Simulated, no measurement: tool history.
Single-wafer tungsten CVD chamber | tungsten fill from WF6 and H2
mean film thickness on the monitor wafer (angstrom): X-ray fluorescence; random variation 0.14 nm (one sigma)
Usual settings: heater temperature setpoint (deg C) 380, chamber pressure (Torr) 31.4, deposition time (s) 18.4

| run | hour | heater temperature setpoint (deg C) | chamber pressure (Torr) | deposition time (s) | read-back reference wafer on the same gauge, thickness_nm | mean film thickness on the monitor wafer (angstrom) |
|---|---|---|---|---|---|---|
| 1 | 0 | 376 | 28 | 18.4 | 37.833 | 310.16 |
| 2 | 44 | 376 | 28 | 18.4 | 37.783 | 308.78 |
| 3 | 123.4 | 376 | 28 | 18.4 | 37.843 | 310.25 |
| 4 | 184.3 | 384 | 31.4 | 18.4 | 37.759 | 393.41 |
| 5 | 248.3 | 380 | 31.4 | 18.4 | 37.801 | 359.7 |
| 6 | 316 | 380 | 31.4 | 18.4 | 37.804 | 361.99 |
| 7 | 410.4 | 380 | 31.4 | 18.4 | 37.816 | 360.6 |
| 8 | 467.7 | 380 | 31.4 | 18.4 | 37.844 | 361.19 |
| 9 | 529.4 | 380 | 31.4 | 18.4 | 37.802 | 364.83 |
| 10 | 613.4 | 380 | 31.4 | 18.4 | 37.791 | 363.19 |
| 11 | 661.1 | 380 | 31.4 | 18.4 | 37.795 | 365.28 |
| 12 | 709.3 | 385 | 31.4 | 21.5 | 37.808 | 478.11 |
| 13 | 778.4 | 380 | 39.2 | 18.4 | 37.806 | 410.59 |
|  | 914.1 | capacitance manometer re-zeroed and calibrated |
|  | 976.2 | showerhead replaced |
| 14 | 1079.3 | 380 | 31.4 | 18.4 | 37.814 | 370.88 |
| 15 | 1138.6 | 380 | 33.9 | 18.4 | 37.828 | 388.92 |
| 16 | 1213.4 | 380 | 35 | 16 | 37.777 | 340.71 |
|  | 1248 | thermocouple changed; heater temperature recalibrated |
|  | 1264.1 | gauge calibrated |
| 17 | 1289.7 | 380 | 31.4 | 18.4 | 37.815 | 357.49 |
| 18 | 1336.4 | 380 | 31.4 | 20.7 | 37.812 | 401.91 |
| 19 | 1381.3 | 391 | 27.8 | 14.8 | 37.805 | 337.76 |
| 20 | 1478.6 | 373 | 23.8 | 15.3 | 37.786 | 216.12 |
| 21 | 1516.7 | 387 | 27.4 | 21.4 | 37.788 | 447.22 |
| 22 | 1559.5 | 375 | 37.5 | 16.3 | 37.79 | 315.68 |
| 23 | 1608.1 | 376 | 26.9 | 16.9 | 37.801 | 276.86 |

Hidden state or all else? Some run-to-run changes of mean film thickness on the monitor wafer (angstrom), split into what the settings, what came in and random variation would give without the hidden state, and what is left for the hidden state (with any gauge scatter that isn't in both results):
The hidden state here: wafer temperature above the value expected at the setpoint (K); true pressure above the setpoint (%); gauge reads high (%).
Run 13 -> 14: chamber pressure (Torr) 39.2 -> 31.4, capacitance manometer re-zeroed and calibrated, showerhead replaced. mean film thickness on the monitor wafer (angstrom) -39.71: hidden state +5.92, all else -45.63.
Run 16 -> 17: chamber pressure (Torr) 35 -> 31.4, deposition time (s) 16 -> 18.4, thermocouple changed; heater temperature recalibrated, gauge calibrated. mean film thickness on the monitor wafer (angstrom) +16.78: hidden state -13.41, all else +30.19.
Run 20 -> 21: heater temperature setpoint (deg C) 373 -> 387, chamber pressure (Torr) 23.8 -> 27.4, deposition time (s) 15.3 -> 21.4. mean film thickness on the monitor wafer (angstrom) +231.1: hidden state +3.16, all else +227.94.
Run 21 -> 22: heater temperature setpoint (deg C) 387 -> 375, chamber pressure (Torr) 27.4 -> 37.5, deposition time (s) 21.4 -> 16.3. mean film thickness on the monitor wafer (angstrom) -131.54: hidden state -1.3, all else -130.24.
